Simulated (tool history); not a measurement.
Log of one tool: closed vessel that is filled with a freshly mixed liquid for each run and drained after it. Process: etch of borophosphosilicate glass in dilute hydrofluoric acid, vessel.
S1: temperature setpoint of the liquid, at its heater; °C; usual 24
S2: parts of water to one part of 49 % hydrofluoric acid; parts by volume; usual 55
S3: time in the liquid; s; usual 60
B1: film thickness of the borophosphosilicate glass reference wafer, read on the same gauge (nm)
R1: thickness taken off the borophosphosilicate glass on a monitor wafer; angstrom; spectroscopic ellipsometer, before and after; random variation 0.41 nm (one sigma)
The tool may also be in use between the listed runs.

run	day	S1	S2	S3	B1	R1
1	0	24	55	60	50	548
2	1.592	24	55	60	50	550.6
3	4.892	24	55	60	50	552.5
4	6.975	24	55	60	49.97	553.2
5	8.617	24	55	60	50.02	550.9
6	12.046	24	55	60	50.01	556.6
7	13.854	24	55	60	50	554.4
# day 17.046: thermometer replaced
8	17.671	24	55	35	50	327.1
9	21.575	24	55	35	50	324.4
10	23.346	24	55	35	50	323.1
11	26.65	21.5	65	60	50.01	423.5
12	29.212	24	55	60	50.01	564.6
13	33.612	28	40	40	50	626.4
14	35.771	24	55	60	50.02	564.9
15	38.629	21.5	70	35	50.01	230.1
16	42.046	28	25	30	50.01	776.7
17	43.8	24	55	60	50.01	573
# day 47.467: hydrofluoric acid flow meter replaced
18	47.954	24	55	60	49.99	541.8
19	52.342	27	55	60	50.03	613.1
20	55.758	21.5	40	80	50	914.6
21	57.758	24	55	60	49.99	548.7
22	61.162	22.5	25	95	49.99	1859.1
23	64.646	24	55	60	50.01	550.7
# day 65.633: thermometer replaced
# day 67.242: gauge calibrated
24	68.692	24	55	80	50.01	728.1
25	72.067	24	55	60	50.02	554.4
26	73.662	24	65	60	50	456.9
27	77.858	21.5	30	80	50	1257.9
28	80.6	24	55	35	49.98	326.3
29	83.646	19.5	80	45	50.02	229.8
30	86.779	24	35	35	50	521.2
31	90.312	21.5	30	95	50	1522.6
32	92.054	26.5	55	60	50.02	626.4
33	96.329	21.5	65	60	49.97	421.5

The tool's hidden state at each run:
liquid hotter than its thermometer reads (K): 0 in every run
gauge reads high (%): 0 in every run
H1: hydrofluoric acid flow above the setpoint (%)
run	H1
1	1.46
2	1.59
3	1.85
4	2.02
5	2.15
6	2.43
7	2.57
8	2.88
9	3.2
10	3.34
11	3.61
12	3.81
13	4.17
14	4.34
15	4.57
16	4.85
17	4.99
18	0.0619
19	0.416
20	0.692
21	0.853
22	1.13
23	1.41
24	1.73
25	2.01
26	2.14
27	2.47
28	2.7
29	2.94
30	3.19
31	3.48
32	3.62
33	3.96
